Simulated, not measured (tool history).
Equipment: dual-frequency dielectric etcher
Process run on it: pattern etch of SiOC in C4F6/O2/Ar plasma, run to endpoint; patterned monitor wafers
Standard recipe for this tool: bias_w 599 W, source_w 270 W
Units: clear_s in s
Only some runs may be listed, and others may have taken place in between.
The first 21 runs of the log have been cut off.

| run | day | bias_w | source_w | incoming incoming film thickness, nm | clear_s |
|---|---|---|---|---|---|
| 22 | 49.879 | 702 | 290 | 28.73 | 10.3 |
| 23 | 51.729 | 651 | 320 | 28.76 | 10.4 |
| 24 | 54.446 | 599 | 270 | 28.39 | 10.9 |
| 25 | 55.767 | 599 | 310 | 28.76 | 10.8 |
| 26 | 57.888 | 553 | 240 | 28.74 | 11.6 |
| 27 | 61.233 | 599 | 270 | 28.65 | 11.1 |
| 28 | 62.475 | 599 | 270 | 28.62 | 11.1 |
| 29 | 64.983 | 476 | 270 | 28.69 | 12.2 |
| 30 | 67.058 | 716 | 200 | 28.39 | 11.3 |
|  | 69.192 | wet clean of the chamber |
| 31 | 69.212 | 547 | 270 | 28.55 | 11.1 |
| 32 | 70.221 | 599 | 240 | 28.38 | 11.1 |
| 33 | 72.338 | 477 | 270 | 28.41 | 11.6 |
| 34 | 73.892 | 504 | 320 | 28.44 | 11 |
| 35 | 75.542 | 676 | 320 | 28.59 | 10.1 |
| 36 | 77.358 | 599 | 270 | 28.82 | 11 |

Each row is a separate what-if for the run after 36, all from the same tool condition, not one after another. Results?
| A | 77.375 | 599 | 270 | 28.57 | ? |
| B | 77.375 | 523 | 230 | 28.57 | ? |
| C | 77.375 | 699 | 340 | 28.57 | ? |

| run | clear_s |
|---|---|
| A | 11 |
| B | 11.8 |
| C | 9.9 |
With no hidden state in the tool, these same runs would have given:
| run | clear_s |
|---|---|
| A | 10.8 |
| B | 11.7 |
| C | 9.8 |
